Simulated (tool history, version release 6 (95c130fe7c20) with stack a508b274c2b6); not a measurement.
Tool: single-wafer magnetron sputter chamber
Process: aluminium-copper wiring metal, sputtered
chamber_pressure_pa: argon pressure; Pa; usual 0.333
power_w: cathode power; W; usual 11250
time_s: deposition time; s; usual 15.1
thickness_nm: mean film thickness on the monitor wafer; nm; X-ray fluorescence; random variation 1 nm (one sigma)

run	hour	chamber_pressure_pa	power_w	time_s	read-back reference wafer on the same gauge, thickness_nm	thickness_nm
1	0.0	0.243	10050	15.1	376.083	310.973
2	16.8	0.243	10050	15.1	375.899	309.599
3	29.5	0.333	9300	15.1	376.089	277.590
4	37.5	0.333	11250	15.1	376.039	336.989
5	46.5	0.333	11250	15.1	375.926	336.959
6	61.0	0.333	11250	15.1	376.004	334.656
# hour 61.9: gauge calibrated
7	70.2	0.333	11250	15.1	376.174	335.199
# hour 81.0: capacitance manometer re-zeroed and calibrated
8	87.7	0.251	11250	18.0	375.990	408.945
9	99.3	0.401	12600	18.0	376.086	430.268
10	113.6	0.333	11250	15.1	375.787	330.790
# hour 131.5: magnet pack replaced
# hour 132.1: sputter target and shields replaced
11	132.6	0.204	13800	17.9	375.916	517.673
12	141.2	0.333	11250	14.2	376.133	317.381
13	153.5	0.333	11250	15.1	375.800	337.209
14	163.5	0.204	13800	17.9	376.038	514.756
# hour 169.9: gauge calibrated
15	174.3	0.203	9450	16.0	376.194	314.759

5 ways to go on from here, each from the tool as it stands after run 15. What would each give?
A	174.7	0.333	12200	15.1	?	?
B	174.7	0.333	12250	18.0	?	?
C	174.7	0.397	12450	12.3	?	?
D	174.7	0.282	12750	16.8	?	?
E	174.7	0.333	8500	15.1	?	?

run	read-back reference wafer on the same gauge, thickness_nm	thickness_nm
A	375.935	363.604
B	375.935	435.211
C	375.935	294.708
D	375.935	431.450
E	375.935	253.330
Without the tool's hidden state the same runs would have given:
run	thickness_nm
A	364.723
B	436.551
C	295.616
D	432.779
E	254.111
